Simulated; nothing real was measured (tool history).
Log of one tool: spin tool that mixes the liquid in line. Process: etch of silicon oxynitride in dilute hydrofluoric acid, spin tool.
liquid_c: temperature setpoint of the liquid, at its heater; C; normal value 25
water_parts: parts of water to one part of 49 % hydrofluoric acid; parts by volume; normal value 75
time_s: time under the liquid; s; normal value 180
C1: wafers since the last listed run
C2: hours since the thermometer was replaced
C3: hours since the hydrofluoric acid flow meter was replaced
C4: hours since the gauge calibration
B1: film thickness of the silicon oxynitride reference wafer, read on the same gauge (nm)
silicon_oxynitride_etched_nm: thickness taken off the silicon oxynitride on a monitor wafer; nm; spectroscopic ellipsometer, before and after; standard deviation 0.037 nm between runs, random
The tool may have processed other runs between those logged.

run 1 day=0 | liquid_c=28.5 water_parts=75 time_s=130 | C1=0 C2=766.1 C3=1534.3 C4=533 | B1=70.01 | silicon_oxynitride_etched_nm=4.08
run 2 day=1.079 | liquid_c=25 water_parts=75 time_s=180 | C1=119 C2=792 C3=1560.2 C4=558.9 | B1=69.98 | silicon_oxynitride_etched_nm=4.78
run 3 day=2.262 | liquid_c=25 water_parts=75 time_s=180 | C1=130 C2=820.4 C3=1588.6 C4=587.3 | B1=69.97 | silicon_oxynitride_etched_nm=4.86
run 4 day=3.004 | liquid_c=25 water_parts=75 time_s=180 | C1=81 C2=838.2 C3=1606.4 C4=605.1 | B1=69.97 | silicon_oxynitride_etched_nm=4.74
run 5 day=7.271 | liquid_c=25 water_parts=75 time_s=180 | C1=470 C2=940.6 C3=1708.8 C4=707.5 | B1=70 | silicon_oxynitride_etched_nm=4.77
run 6 day=7.804 | liquid_c=25 water_parts=75 time_s=180 | C1=58 C2=953.4 C3=1721.6 C4=720.3 | B1=69.99 | silicon_oxynitride_etched_nm=4.86
run 7 day=9.108 | liquid_c=25 water_parts=75 time_s=180 | C1=143 C2=984.7 C3=1752.9 C4=751.6 | B1=69.98 | silicon_oxynitride_etched_nm=4.76
run 8 day=9.729 | liquid_c=25 water_parts=75 time_s=180 | C1=68 C2=999.6 C3=1767.8 C4=766.5 | B1=70 | silicon_oxynitride_etched_nm=4.85
run 9 day=10.875 | liquid_c=25 water_parts=75 time_s=180 | C1=126 C2=1027.1 C3=1795.3 C4=794 | B1=69.98 | silicon_oxynitride_etched_nm=4.78
run 10 day=12.346 | liquid_c=25 water_parts=75 time_s=180 | C1=162 C2=1062.4 C3=1830.6 C4=829.3 | B1=70.01 | silicon_oxynitride_etched_nm=4.8
-- day=15.15 gauge calibrated
run 11 day=16.562 | liquid_c=25 water_parts=75 time_s=180 | C1=465 C2=1163.6 C3=1931.8 C4=33.9 | B1=69.99 | silicon_oxynitride_etched_nm=4.83
run 12 day=17.183 | liquid_c=25 water_parts=75 time_s=180 | C1=68 C2=1178.5 C3=1946.7 C4=48.8 | B1=69.98 | silicon_oxynitride_etched_nm=4.82
run 13 day=17.817 | liquid_c=25 water_parts=75 time_s=180 | C1=69 C2=1193.7 C3=1961.9 C4=64 | B1=70 | silicon_oxynitride_etched_nm=4.84
run 14 day=18.75 | liquid_c=25 water_parts=50 time_s=265 | C1=103 C2=1216.1 C3=1984.3 C4=86.4 | B1=70 | silicon_oxynitride_etched_nm=11.09
run 15 day=20.425 | liquid_c=21 water_parts=35 time_s=75 | C1=184 C2=1256.3 C3=2024.5 C4=126.6 | B1=70 | silicon_oxynitride_etched_nm=3.66
run 16 day=24.121 | liquid_c=22.5 water_parts=115 time_s=150 | C1=407 C2=1345 C3=2113.2 C4=215.3 | B1=69.98 | silicon_oxynitride_etched_nm=2.22
-- day=24.546 hydrofluoric acid flow meter replaced
run 17 day=25.192 | liquid_c=25 water_parts=75 time_s=180 | C1=113 C2=1370.7 C3=15.5 C4=241 | B1=70.01 | silicon_oxynitride_etched_nm=5.51
-- day=25.342 thermometer replaced
run 18 day=26.175 | liquid_c=25 water_parts=75 time_s=180 | C1=103 C2=20 C3=39.1 C4=264.6 | B1=70.01 | silicon_oxynitride_etched_nm=4.79
run 19 day=27.617 | liquid_c=25 water_parts=75 time_s=80 | C1=159 C2=54.6 C3=73.7 C4=299.2 | B1=69.98 | silicon_oxynitride_etched_nm=2.14
run 20 day=28.425 | liquid_c=20 water_parts=105 time_s=180 | C1=89 C2=74 C3=93.1 C4=318.6 | B1=69.99 | silicon_oxynitride_etched_nm=2.67
run 21 day=29.338 | liquid_c=21.5 water_parts=40 time_s=250 | C1=100 C2=95.9 C3=115 C4=340.5 | B1=70.01 | silicon_oxynitride_etched_nm=10.96
run 22 day=29.838 | liquid_c=25 water_parts=75 time_s=180 | C1=55 C2=107.9 C3=127 C4=352.5 | B1=70.01 | silicon_oxynitride_etched_nm=4.79
run 23 day=30.375 | liquid_c=21 water_parts=75 time_s=180 | C1=59 C2=120.8 C3=139.9 C4=365.4 | B1=70.03 | silicon_oxynitride_etched_nm=4.01
run 24 day=31.821 | liquid_c=22 water_parts=75 time_s=180 | C1=159 C2=155.5 C3=174.6 C4=400.1 | B1=70.03 | silicon_oxynitride_etched_nm=4.18
run 25 day=34.112 | liquid_c=25 water_parts=75 time_s=180 | C1=252 C2=210.5 C3=229.6 C4=455.1 | B1=69.98 | silicon_oxynitride_etched_nm=4.81
run 26 day=34.808 | liquid_c=25 water_parts=75 time_s=180 | C1=76 C2=227.2 C3=246.3 C4=471.8 | B1=69.99 | silicon_oxynitride_etched_nm=4.83

Consider 4 possible next runs. They are alternatives, not a sequence: every one starts from the tool as it was left by run 26. What does each give?
run A day=34.829 | liquid_c=25 water_parts=75 time_s=180 | C1=2 C2=227.7 C3=246.8 C4=472.3 | B1=? | silicon_oxynitride_etched_nm=?
run B day=34.829 | liquid_c=25 water_parts=105 time_s=215 | C1=2 C2=227.7 C3=246.8 C4=472.3 | B1=? | silicon_oxynitride_etched_nm=?
run C day=34.829 | liquid_c=26.5 water_parts=75 time_s=180 | C1=2 C2=227.7 C3=246.8 C4=472.3 | B1=? | silicon_oxynitride_etched_nm=?
run D day=34.829 | liquid_c=25 water_parts=95 time_s=180 | C1=2 C2=227.7 C3=246.8 C4=472.3 | B1=? | silicon_oxynitride_etched_nm=?

run=A B1=69.99 silicon_oxynitride_etched_nm=4.84
run=B B1=69.99 silicon_oxynitride_etched_nm=4.02
run=C B1=69.99 silicon_oxynitride_etched_nm=5.19
run=D B1=69.99 silicon_oxynitride_etched_nm=3.75
Without the tool's hidden state the same runs would have given:
run=A silicon_oxynitride_etched_nm=4.9
run=B silicon_oxynitride_etched_nm=4.07
run=C silicon_oxynitride_etched_nm=5.26
run=D silicon_oxynitride_etched_nm=3.8
